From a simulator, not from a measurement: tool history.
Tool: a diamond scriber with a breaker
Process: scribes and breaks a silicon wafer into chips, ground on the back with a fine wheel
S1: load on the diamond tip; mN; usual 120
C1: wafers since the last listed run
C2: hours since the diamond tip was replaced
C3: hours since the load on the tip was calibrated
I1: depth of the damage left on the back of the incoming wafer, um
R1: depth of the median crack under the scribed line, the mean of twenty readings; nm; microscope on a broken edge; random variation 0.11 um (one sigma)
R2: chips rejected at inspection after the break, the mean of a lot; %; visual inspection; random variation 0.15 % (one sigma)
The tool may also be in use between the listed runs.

| run | hour | S1 | C1 | C2 | C3 | I1 | R1 | R2 |
|---|---|---|---|---|---|---|---|---|
| 1 | 0.0 | 120 | 0 | 39.2 | 1154.2 | 2.34 | 9570 | 3.32 |
| 2 | 57.5 | 120 | 176 | 96.7 | 1211.7 | 2.86 | 9350 | 4.18 |
| 3 | 109.3 | 120 | 158 | 148.5 | 1263.5 | 1.96 | 9410 | 3.08 |
| 4 | 177.8 | 120 | 209 | 217.0 | 1332.0 | 2.01 | 9040 | 3.46 |
| 5 | 214.3 | 120 | 111 | 253.5 | 1368.5 | 2.62 | 8990 | 4.90 |
| 6 | 260.9 | 120 | 142 | 300.1 | 1415.1 | 1.69 | 9070 | 3.70 |
| 7 | 294.6 | 148 | 103 | 333.8 | 1448.8 | 2.65 | 10130 | 3.35 |
| 8 | 327.6 | 148 | 101 | 366.8 | 1481.8 | 2.67 | 10150 | 3.60 |
| 9 | 388.1 | 120 | 185 | 427.3 | 1542.3 | 2.61 | 8780 | 5.13 |
| 10 | 445.5 | 120 | 175 | 484.7 | 1599.7 | 1.61 | 8840 | 4.12 |
| 11 | 491.1 | 107 | 139 | 530.3 | 1645.3 | 2.21 | 8100 | 7.82 |
|  | 522.0 | load on the tip recalibrated |
| 12 | 558.6 | 103 | 200 | 597.8 | 36.6 | 1.67 | 8040 | 8.04 |
|  | 605.4 | diamond tip replaced by a new one |
| 13 | 616.9 | 120 | 172 | 11.5 | 94.9 | 2.94 | 9720 | 4.33 |
| 14 | 651.3 | 141 | 105 | 45.9 | 129.3 | 2.62 | 10510 | 3.50 |
| 15 | 722.5 | 91 | 218 | 117.1 | 200.5 | 2.32 | 7800 | 10.23 |
| 16 | 783.3 | 120 | 186 | 177.9 | 261.3 | 1.52 | 8980 | 3.41 |
| 17 | 834.5 | 105 | 156 | 229.1 | 312.5 | 1.84 | 8250 | 7.08 |
| 18 | 876.1 | 120 | 127 | 270.7 | 354.1 | 2.90 | 8990 | 6.84 |
| 19 | 932.8 | 154 | 173 | 327.4 | 410.8 | 2.32 | 10060 | 3.29 |

Forecast run 20:
| 20 | 1000.5 | 86 | 207 | 395.1 | 478.5 | 2.87 | ? | ? |

Run 20 gave R1 7140 nm, R2 20.87 %.
Without the tool's hidden state the same run would have given R1 8150 nm, R2 11.05 %.
